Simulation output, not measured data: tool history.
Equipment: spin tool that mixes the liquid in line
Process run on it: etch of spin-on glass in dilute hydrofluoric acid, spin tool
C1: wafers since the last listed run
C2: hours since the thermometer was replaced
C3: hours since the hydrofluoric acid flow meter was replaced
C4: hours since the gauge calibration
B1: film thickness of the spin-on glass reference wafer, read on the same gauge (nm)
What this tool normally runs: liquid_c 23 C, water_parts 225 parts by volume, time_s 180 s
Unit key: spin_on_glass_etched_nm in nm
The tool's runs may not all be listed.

Run 1, day 0: usual settings; C1 0; C2 1482.2; C3 1146.8; C4 620.3; B1 130. Result: spin_on_glass_etched_nm 21.03 nm.
Run 2, day 1.429: usual settings; C1 172; C2 1516.5; C3 1181.1; C4 654.6; B1 130. Result: spin_on_glass_etched_nm 21.33 nm.
Run 3, day 3.333: usual settings; C1 229; C2 1562.2; C3 1226.8; C4 700.3; B1 130. Result: spin_on_glass_etched_nm 21.05 nm.
Run 4, day 5.279: usual settings; C1 234; C2 1608.9; C3 1273.5; C4 747; B1 130. Result: spin_on_glass_etched_nm 21.42 nm.
Run 5, day 7.796: usual settings; C1 303; C2 1669.3; C3 1333.9; C4 807.4; B1 130.01. Result: spin_on_glass_etched_nm 21.25 nm.
Run 6, day 9.742: usual settings; C1 234; C2 1716; C3 1380.6; C4 854.1; B1 129.98. Result: spin_on_glass_etched_nm 20.97 nm.
Run 7, day 12.004: usual settings; C1 272; C2 1770.3; C3 1434.9; C4 908.4; B1 130. Result: spin_on_glass_etched_nm 21.17 nm.
Run 8, day 13.117: usual settings but water_parts 270 parts by volume; C1 133; C2 1797; C3 1461.6; C4 935.1; B1 130.03. Result: spin_on_glass_etched_nm 16.82 nm.
Run 9, day 14.354: usual settings but water_parts 270 parts by volume; C1 148; C2 1826.7; C3 1491.3; C4 964.8; B1 130.01. Result: spin_on_glass_etched_nm 16.85 nm.
Run 10, day 17.096: usual settings but liquid_c 25.5 C; C1 330; C2 1892.5; C3 1557.1; C4 1030.6; B1 129.99. Result: spin_on_glass_etched_nm 23.14 nm.
Run 11, day 18.7: usual settings but liquid_c 25.5 C; C1 193; C2 1931; C3 1595.6; C4 1069.1; B1 130. Result: spin_on_glass_etched_nm 23.27 nm.
Run 12, day 20.888: usual settings but liquid_c 21.5 C, water_parts 125 parts by volume, time_s 285 s; C1 263; C2 1983.5; C3 1648.1; C4 1121.6; B1 130.02. Result: spin_on_glass_etched_nm 62.84 nm.
At day 23.604: gauge calibrated.
Run 13, day 23.767: usual settings; C1 346; C2 2052.6; C3 1717.2; C4 3.9; B1 129.99. Result: spin_on_glass_etched_nm 20.67 nm.
At day 31.158: hydrofluoric acid flow meter replaced.
Run 14, day 31.321: usual settings but liquid_c 21 C, water_parts 260 parts by volume, time_s 270 s; C1 904; C2 2233.9; C3 3.9; C4 185.2; B1 130.03. Result: spin_on_glass_etched_nm 26.6 nm.
Run 15, day 38.367: usual settings but liquid_c 26 C, water_parts 330 parts by volume, time_s 75 s; C1 848; C2 2403; C3 173; C4 354.3; B1 130.01. Result: spin_on_glass_etched_nm 6.41 nm.
Run 16, day 39.5: usual settings but time_s 85 s; C1 136; C2 2430.2; C3 200.2; C4 381.5; B1 130.02. Result: spin_on_glass_etched_nm 10.6 nm.
At day 40.6: thermometer replaced.
Run 17, day 42.325: usual settings but water_parts 125 parts by volume, time_s 235 s; C1 335; C2 41.4; C3 268; C4 449.3; B1 130.01. Result: spin_on_glass_etched_nm 55.82 nm.
Run 18, day 44.738: usual settings; C1 290; C2 99.3; C3 325.9; C4 507.2; B1 130. Result: spin_on_glass_etched_nm 21.38 nm.
Run 19, day 47.017: usual settings; C1 274; C2 154; C3 380.6; C4 561.9; B1 130.04. Result: spin_on_glass_etched_nm 21.27 nm.
Run 20, day 48.358: usual settings but liquid_c 26 C, water_parts 135 parts by volume, time_s 115 s; C1 161; C2 186.2; C3 412.8; C4 594.1; B1 130.02. Result: spin_on_glass_etched_nm 27.87 nm.
Run 21, day 50.838: usual settings; C1 298; C2 245.7; C3 472.3; C4 653.6; B1 130.01. Result: spin_on_glass_etched_nm 21.32 nm.
Run 22, day 58.862: usual settings but liquid_c 25 C, water_parts 185 parts by volume; C1 966; C2 438.3; C3 664.9; C4 846.2; B1 130. Result: spin_on_glass_etched_nm 29.15 nm.

Run 23 comes next. What will it give?
Run 23, day 61.321: usual settings but time_s 280 s; C1 295; C2 497.3; C3 723.9; C4 905.2; B1 ?. Result: spin_on_glass_etched_nm ?.

Run 23 produced B1 130.03, spin_on_glass_etched_nm 32.65 nm.
If the tool had no hidden condition, the same run with the same run-to-run variation would have returned spin_on_glass_etched_nm 33.27 nm.

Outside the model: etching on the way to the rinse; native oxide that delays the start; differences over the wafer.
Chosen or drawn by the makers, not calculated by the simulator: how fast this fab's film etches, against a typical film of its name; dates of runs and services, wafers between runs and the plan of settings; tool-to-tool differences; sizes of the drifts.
